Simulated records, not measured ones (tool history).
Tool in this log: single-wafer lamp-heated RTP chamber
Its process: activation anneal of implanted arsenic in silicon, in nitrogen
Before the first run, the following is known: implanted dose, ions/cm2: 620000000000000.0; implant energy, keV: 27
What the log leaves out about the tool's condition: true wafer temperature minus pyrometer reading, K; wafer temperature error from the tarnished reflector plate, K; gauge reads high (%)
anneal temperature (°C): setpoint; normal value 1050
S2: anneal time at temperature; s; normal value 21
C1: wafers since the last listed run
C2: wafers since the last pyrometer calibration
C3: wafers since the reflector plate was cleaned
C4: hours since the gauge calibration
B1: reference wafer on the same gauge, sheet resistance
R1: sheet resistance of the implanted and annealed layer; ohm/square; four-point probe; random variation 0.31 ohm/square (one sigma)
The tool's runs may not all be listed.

{"run": 1, "hour": 0.0, "anneal temperature (°C)": 1050, "S2": 21, "C1": 0, "C2": 506, "C3": 1417, "C4": 97.9, "B1": 188, "R1": 163.57}
{"run": 2, "hour": 33.7, "anneal temperature (°C)": 1050, "S2": 21, "C1": 555, "C2": 1061, "C3": 1972, "C4": 131.6, "B1": 188.04, "R1": 163.82}
{"run": 3, "hour": 54.4, "anneal temperature (°C)": 1050, "S2": 21, "C1": 341, "C2": 1402, "C3": 2313, "C4": 152.3, "B1": 188, "R1": 162.69}
{"hour": 85.2, "done": "reflector plate cleaned"}
{"run": 4, "hour": 85.7, "anneal temperature (°C)": 1050, "S2": 21, "C1": 383, "C2": 1786, "C3": 8, "C4": 183.6, "B1": 187.93, "R1": 163.3}
{"run": 5, "hour": 92.6, "anneal temperature (°C)": 1050, "S2": 21, "C1": 113, "C2": 1900, "C3": 121, "C4": 190.5, "B1": 188.09, "R1": 162.88}
{"run": 6, "hour": 120.2, "anneal temperature (°C)": 1050, "S2": 21, "C1": 454, "C2": 2354, "C3": 576, "C4": 218.1, "B1": 187.87, "R1": 162.7}
{"run": 7, "hour": 144.0, "anneal temperature (°C)": 1050, "S2": 21, "C1": 392, "C2": 2747, "C3": 968, "C4": 241.9, "B1": 187.96, "R1": 163}
{"hour": 160.2, "done": "pyrometer window cleaned and pyrometer calibrated"}
{"run": 8, "hour": 172.8, "anneal temperature (°C)": 1050, "S2": 21, "C1": 342, "C2": 207, "C3": 1311, "C4": 270.7, "B1": 187.98, "R1": 162.25}
{"run": 9, "hour": 186.5, "anneal temperature (°C)": 1050, "S2": 21, "C1": 225, "C2": 433, "C3": 1537, "C4": 284.4, "B1": 188.11, "R1": 161.98}
{"run": 10, "hour": 206.3, "anneal temperature (°C)": 1027, "S2": 21, "C1": 326, "C2": 759, "C3": 1863, "C4": 304.2, "B1": 187.94, "R1": 164.23}
{"run": 11, "hour": 219.5, "anneal temperature (°C)": 1027, "S2": 21, "C1": 217, "C2": 976, "C3": 2081, "C4": 317.4, "B1": 188.09, "R1": 164.26}
{"run": 12, "hour": 253.5, "anneal temperature (°C)": 1027, "S2": 21, "C1": 560, "C2": 1537, "C3": 2641, "C4": 351.4, "B1": 188, "R1": 164.62}
{"hour": 275.7, "done": "reflector plate cleaned"}
{"run": 13, "hour": 287.6, "anneal temperature (°C)": 1032, "S2": 26, "C1": 430, "C2": 1967, "C3": 195, "C4": 385.5, "B1": 187.95, "R1": 162.25}
{"hour": 301.8, "done": "pyrometer window cleaned and pyrometer calibrated, repeated, since the last time left the tool worse"}
{"run": 14, "hour": 314.0, "anneal temperature (°C)": 1032, "S2": 26, "C1": 303, "C2": 201, "C3": 498, "C4": 411.9, "B1": 188.14, "R1": 164.79}
{"run": 15, "hour": 343.8, "anneal temperature (°C)": 1050, "S2": 24, "C1": 491, "C2": 692, "C3": 989, "C4": 441.7, "B1": 187.97, "R1": 162.7}
{"run": 16, "hour": 362.6, "anneal temperature (°C)": 1050, "S2": 24, "C1": 309, "C2": 1002, "C3": 1299, "C4": 460.5, "B1": 188.11, "R1": 162.55}
{"run": 17, "hour": 376.7, "anneal temperature (°C)": 1050, "S2": 24, "C1": 232, "C2": 1234, "C3": 1532, "C4": 474.6, "B1": 188.13, "R1": 162.88}
{"run": 18, "hour": 404.4, "anneal temperature (°C)": 1058, "S2": 29, "C1": 456, "C2": 1691, "C3": 1988, "C4": 502.3, "B1": 188.07, "R1": 160.49}
{"run": 19, "hour": 440.3, "anneal temperature (°C)": 1072, "S2": 15, "C1": 591, "C2": 2282, "C3": 2579, "C4": 538.2, "B1": 188.03, "R1": 161.95}
{"hour": 449.0, "done": "reflector plate cleaned"}
{"run": 20, "hour": 467.4, "anneal temperature (°C)": 1068, "S2": 21, "C1": 314, "C2": 2597, "C3": 303, "C4": 565.3, "B1": 187.99, "R1": 160.31}
{"run": 21, "hour": 487.5, "anneal temperature (°C)": 1050, "S2": 21, "C1": 331, "C2": 2928, "C3": 634, "C4": 585.4, "B1": 187.89, "R1": 162.25}
{"run": 22, "hour": 503.2, "anneal temperature (°C)": 1037, "S2": 18, "C1": 258, "C2": 3187, "C3": 893, "C4": 601.1, "B1": 188.11, "R1": 165.16}
{"hour": 514.4, "done": "pyrometer window cleaned and pyrometer calibrated"}
{"run": 23, "hour": 518.0, "anneal temperature (°C)": 1035, "S2": 21, "C1": 112, "C2": 58, "C3": 1005, "C4": 615.9, "B1": 188.03, "R1": 165.45}
{"run": 24, "hour": 535.6, "anneal temperature (°C)": 1050, "S2": 26, "C1": 290, "C2": 348, "C3": 1295, "C4": 633.5, "B1": 187.81, "R1": 162.57}
{"run": 25, "hour": 549.5, "anneal temperature (°C)": 1050, "S2": 31, "C1": 229, "C2": 577, "C3": 1524, "C4": 647.4, "B1": 188.03, "R1": 160.89}
{"run": 26, "hour": 569.9, "anneal temperature (°C)": 1066, "S2": 30, "C1": 336, "C2": 914, "C3": 1860, "C4": 667.8, "B1": 187.97, "R1": 159.46}
{"run": 27, "hour": 601.1, "anneal temperature (°C)": 1050, "S2": 21, "C1": 514, "C2": 1428, "C3": 2374, "C4": 699, "B1": 187.98, "R1": 163.56}
{"run": 28, "hour": 632.5, "anneal temperature (°C)": 1079, "S2": 21, "C1": 517, "C2": 1945, "C3": 2892, "C4": 730.4, "B1": 188.01, "R1": 159.67}
{"hour": 655.0, "done": "gauge calibrated"}
{"hour": 657.6, "done": "reflector plate cleaned"}
{"run": 29, "hour": 658.1, "anneal temperature (°C)": 1050, "S2": 21, "C1": 290, "C2": 2235, "C3": 8, "C4": 3.1, "B1": 188.03, "R1": 162.74}
{"hour": 674.5, "done": "pyrometer window cleaned and pyrometer calibrated"}
{"run": 30, "hour": 676.2, "anneal temperature (°C)": 1050, "S2": 11, "C1": 166, "C2": 28, "C3": 174, "C4": 21.2, "B1": 187.99, "R1": 166.28}
{"run": 31, "hour": 709.5, "anneal temperature (°C)": 1050, "S2": 21, "C1": 548, "C2": 577, "C3": 723, "C4": 54.5, "B1": 187.98, "R1": 163.64}
{"run": 32, "hour": 732.6, "anneal temperature (°C)": 1050, "S2": 9, "C1": 380, "C2": 958, "C3": 1103, "C4": 77.6, "B1": 188.08, "R1": 168.08}
{"run": 33, "hour": 755.4, "anneal temperature (°C)": 1036, "S2": 16, "C1": 375, "C2": 1333, "C3": 1479, "C4": 100.4, "B1": 187.89, "R1": 166.25}
{"run": 34, "hour": 768.1, "anneal temperature (°C)": 1058, "S2": 29, "C1": 209, "C2": 1543, "C3": 1688, "C4": 113.1, "B1": 188.03, "R1": 160.07}
{"run": 35, "hour": 802.9, "anneal temperature (°C)": 1050, "S2": 21, "C1": 573, "C2": 2116, "C3": 2262, "C4": 147.9, "B1": 187.94, "R1": 163.42}
{"hour": 833.5, "done": "reflector plate cleaned"}
{"run": 36, "hour": 835.7, "anneal temperature (°C)": 1033, "S2": 31, "C1": 408, "C2": 2525, "C3": 36, "C4": 180.7, "B1": 188.02, "R1": 162.78}
{"hour": 851.3, "done": "pyrometer window cleaned and pyrometer calibrated"}
{"run": 37, "hour": 853.3, "anneal temperature (°C)": 1073, "S2": 27, "C1": 158, "C2": 33, "C3": 194, "C4": 198.3, "B1": 188.05, "R1": 158.83}

Consider 3 possible next runs. They are alternatives, not a sequence: every one starts from the tool as it was left by run 37. What does each give?
{"run": "A", "hour": 853.7, "anneal temperature (°C)": 1050, "S2": 21, "C1": 6, "C2": 39, "C3": 201, "C4": 198.7, "B1": "?", "R1": "?"}
{"run": "B", "hour": 853.7, "anneal temperature (°C)": 1040, "S2": 12, "C1": 6, "C2": 39, "C3": 201, "C4": 198.7, "B1": "?", "R1": "?"}
{"run": "C", "hour": 853.7, "anneal temperature (°C)": 1029, "S2": 14, "C1": 6, "C2": 39, "C3": 201, "C4": 198.7, "B1": "?", "R1": "?"}

run=A B1=187.96 R1=163.68
run=B B1=187.96 R1=167.75
run=C B1=187.96 R1=168.19
What these runs would have given with no unlogged condition in the tool:
run=A R1=163.69
run=B R1=167.76
run=C R1=168.21

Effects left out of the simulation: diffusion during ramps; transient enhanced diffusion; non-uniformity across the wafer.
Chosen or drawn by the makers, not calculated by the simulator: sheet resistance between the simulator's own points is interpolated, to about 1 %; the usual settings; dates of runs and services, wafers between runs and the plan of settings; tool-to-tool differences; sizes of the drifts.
